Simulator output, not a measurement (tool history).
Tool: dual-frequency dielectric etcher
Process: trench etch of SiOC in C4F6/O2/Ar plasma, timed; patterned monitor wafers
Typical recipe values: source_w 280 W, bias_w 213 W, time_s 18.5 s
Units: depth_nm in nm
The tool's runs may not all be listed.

run	hour	source_w	bias_w	time_s	wafers since the last listed run	hours since the last wet clean	hours since the last source power generator calibration	hours since the last bias power generator calibration	hours since the last upper electrode change	hours since the gauge calibration	read-back reference wafer on the same gauge, depth_nm	depth_nm
1	0.0	280	213	18.5	0	356.9	4304.6	1878.1	1911.5	359.5	27.43	32.01
2	42.9	280	196	20.0	845	399.8	4347.5	1921.0	1954.4	402.4	27.39	33.96
3	100.0	280	213	18.5	1125	456.9	4404.6	1978.1	2011.5	459.5	27.39	31.85
4	198.4	280	213	18.5	1940	555.3	4503.0	2076.5	2109.9	557.9	27.41	31.87
# hour 244.5: source power generator calibrated
# hour 271.4: wet clean of the chamber
5	271.9	280	213	22.0	897	0.5	27.4	2150.0	2183.4	631.4	27.39	38.23
6	313.3	280	213	22.0	816	41.9	68.8	2191.4	2224.8	672.8	27.41	38.20
7	342.5	280	213	22.0	575	71.1	98.0	2220.6	2254.0	702.0	27.41	38.29
# hour 400.4: gauge calibrated
8	412.3	280	213	18.5	1376	140.9	167.8	2290.4	2323.8	11.9	27.40	32.03
9	466.2	280	246	18.5	1062	194.8	221.7	2344.3	2377.7	65.8	27.42	33.09
10	512.7	280	213	13.0	916	241.3	268.2	2390.8	2424.2	112.3	27.41	22.44
# hour 540.7: upper electrode replaced
11	546.3	280	259	17.0	189	274.9	301.8	2424.4	5.6	145.9	27.38	30.83
# hour 563.8: bias power generator calibrated
12	615.7	280	249	21.0	1289	344.3	371.2	51.9	75.0	215.3	27.40	37.60
13	640.2	280	213	18.5	483	368.8	395.7	76.4	99.5	239.8	27.41	31.79
14	681.8	340	256	15.5	820	410.4	437.3	118.0	141.1	281.4	27.40	29.63

Forecast run 15:
15	746.5	280	213	18.5	1275	475.1	502.0	182.7	205.8	346.1	?	?

read-back reference wafer on the same gauge, depth_nm: 27.40
depth_nm: 31.73 nm
With the hidden condition absent and the run-to-run variation left alone, this run would have shown depth_nm 32.37 nm.

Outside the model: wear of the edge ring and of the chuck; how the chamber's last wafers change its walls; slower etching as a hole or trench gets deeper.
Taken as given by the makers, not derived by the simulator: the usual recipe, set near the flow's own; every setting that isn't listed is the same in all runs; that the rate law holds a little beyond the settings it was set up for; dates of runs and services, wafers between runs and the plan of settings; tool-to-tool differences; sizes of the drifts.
